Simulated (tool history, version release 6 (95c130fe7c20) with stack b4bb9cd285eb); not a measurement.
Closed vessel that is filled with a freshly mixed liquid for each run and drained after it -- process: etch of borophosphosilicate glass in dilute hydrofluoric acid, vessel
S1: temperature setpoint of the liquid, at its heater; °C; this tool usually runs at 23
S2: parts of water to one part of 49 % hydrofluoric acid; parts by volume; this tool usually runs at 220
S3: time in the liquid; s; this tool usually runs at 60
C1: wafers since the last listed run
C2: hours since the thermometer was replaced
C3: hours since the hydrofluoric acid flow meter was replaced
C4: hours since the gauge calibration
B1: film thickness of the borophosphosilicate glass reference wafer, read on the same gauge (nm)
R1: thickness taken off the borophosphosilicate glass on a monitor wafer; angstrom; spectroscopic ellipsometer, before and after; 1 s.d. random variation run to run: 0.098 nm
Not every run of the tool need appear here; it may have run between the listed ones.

Run 1, hour 0: usual settings but S3 45 s; C1 0; C2 1726.5; C3 686.5; C4 259.3; B1 80.01. Result: R1 86.6 angstrom.
Run 2, hour 32: usual settings; C1 2960; C2 1758.5; C3 718.5; C4 291.3; B1 79.99. Result: R1 114.2 angstrom.
Run 3, hour 50.3: usual settings; C1 1693; C2 1776.8; C3 736.8; C4 309.6; B1 80. Result: R1 113.9 angstrom.
Run 4, hour 77.8: usual settings; C1 2544; C2 1804.3; C3 764.3; C4 337.1; B1 80.05. Result: R1 111.8 angstrom.
Run 5, hour 102.2: usual settings but S2 275 parts by volume; C1 2257; C2 1828.7; C3 788.7; C4 361.5; B1 80.02. Result: R1 86 angstrom.
Run 6, hour 118.2: usual settings but S2 275 parts by volume; C1 1480; C2 1844.7; C3 804.7; C4 377.5; B1 79.98. Result: R1 85.7 angstrom.
Run 7, hour 144.4: usual settings but S3 80 s; C1 2424; C2 1870.9; C3 830.9; C4 403.7; B1 80.02. Result: R1 150.9 angstrom.
Run 8, hour 168.5: usual settings but S3 80 s; C1 2229; C2 1895; C3 855; C4 427.8; B1 79.97. Result: R1 150 angstrom.
Run 9, hour 189.1: usual settings but S2 135 parts by volume; C1 1905; C2 1915.6; C3 875.6; C4 448.4; B1 80.02. Result: R1 201.1 angstrom.
Run 10, hour 203.2: usual settings but S2 135 parts by volume; C1 1304; C2 1929.7; C3 889.7; C4 462.5; B1 80.01. Result: R1 201.3 angstrom.
Run 11, hour 233.2: usual settings; C1 2775; C2 1959.7; C3 919.7; C4 492.5; B1 80.02. Result: R1 110.9 angstrom.
At hour 262.5: gauge calibrated.
Run 12, hour 268.8: usual settings; C1 3293; C2 1995.3; C3 955.3; C4 6.3; B1 80.02. Result: R1 110.5 angstrom.
Run 13, hour 298.6: usual settings; C1 2757; C2 2025.1; C3 985.1; C4 36.1; B1 80.02. Result: R1 109.9 angstrom.
Run 14, hour 321.6: usual settings but S2 325 parts by volume, S3 70 s; C1 2128; C2 2048.1; C3 1008.1; C4 59.1; B1 80. Result: R1 78.1 angstrom.
At hour 345.5: hydrofluoric acid flow meter replaced.
At hour 380.9: thermometer replaced.
Run 15, hour 381.2: usual settings but S1 27.5 °C, S2 150 parts by volume, S3 70 s; C1 5329; C2 0.3; C3 35.7; C4 118.7; B1 79.96. Result: R1 287.8 angstrom.
Run 16, hour 409.2: usual settings but S3 80 s; C1 2590; C2 28.3; C3 63.7; C4 146.7; B1 79.94. Result: R1 175 angstrom.
Run 17, hour 443.5: usual settings but S3 30 s; C1 3173; C2 62.6; C3 98; C4 181; B1 80. Result: R1 65.7 angstrom.
Run 18, hour 475: usual settings but S1 25.5 °C, S2 135 parts by volume; C1 2914; C2 94.1; C3 129.5; C4 212.5; B1 80. Result: R1 255.7 angstrom.
Run 19, hour 510.2: usual settings but S1 19 °C, S2 315 parts by volume, S3 70 s; C1 3256; C2 129.3; C3 164.7; C4 247.7; B1 80.03. Result: R1 83.4 angstrom.
Run 20, hour 541.9: usual settings but S1 27 °C, S2 270 parts by volume; C1 2933; C2 161; C3 196.4; C4 279.4; B1 79.98. Result: R1 115.2 angstrom.
Run 21, hour 569: usual settings but S1 20.5 °C, S2 110 parts by volume, S3 90 s; C1 2507; C2 188.1; C3 223.5; C4 306.5; B1 79.97. Result: R1 397.4 angstrom.
Run 22, hour 591.4: usual settings but S1 27 °C; C1 2072; C2 210.5; C3 245.9; C4 328.9; B1 80.04. Result: R1 148.6 angstrom.
Run 23, hour 617.4: usual settings but S1 21.5 °C, S3 50 s; C1 2405; C2 236.5; C3 271.9; C4 354.9; B1 80. Result: R1 101.8 angstrom.
Run 24, hour 646.8: usual settings but S1 19.5 °C, S2 295 parts by volume, S3 50 s; C1 2720; C2 265.9; C3 301.3; C4 384.3; B1 79.98. Result: R1 64.9 angstrom.
Run 25, hour 681.2: usual settings; C1 3182; C2 300.3; C3 335.7; C4 418.7; B1 80. Result: R1 127.3 angstrom.
Run 26, hour 712.2: usual settings but S1 28 °C, S3 30 s; C1 2868; C2 331.3; C3 366.7; C4 449.7; B1 80.01. Result: R1 76.5 angstrom.
Run 27, hour 744.7: usual settings; C1 3007; C2 363.8; C3 399.2; C4 482.2; B1 80.02. Result: R1 125.4 angstrom.

Consider 4 possible next runs. They are alternatives, not a sequence: every one starts from the tool as it was left by run 27. What does each give?
Run A, hour 745.4: usual settings; C1 64; C2 364.5; C3 399.9; C4 482.9; B1 ?. Result: R1 ?.
Run B, hour 745.4: usual settings but S1 20 °C, S2 250 parts by volume; C1 64; C2 364.5; C3 399.9; C4 482.9; B1 ?. Result: R1 ?.
Run C, hour 745.4: usual settings but S1 26 °C; C1 64; C2 364.5; C3 399.9; C4 482.9; B1 ?. Result: R1 ?.
Run D, hour 745.4: usual settings but S1 25.5 °C, S2 135 parts by volume, S3 30 s; C1 64; C2 364.5; C3 399.9; C4 482.9; B1 ?. Result: R1 ?.

run     B1     R1
  A  79.99  126.1
  B  79.99   96.4
  C  79.99  140.7
  D  79.99  124.2
Take away the tool's hidden state, keep each run's random variation, and the runs would have read:
run     R1
  A    133
  B  101.7
  C  148.3
  D  130.8
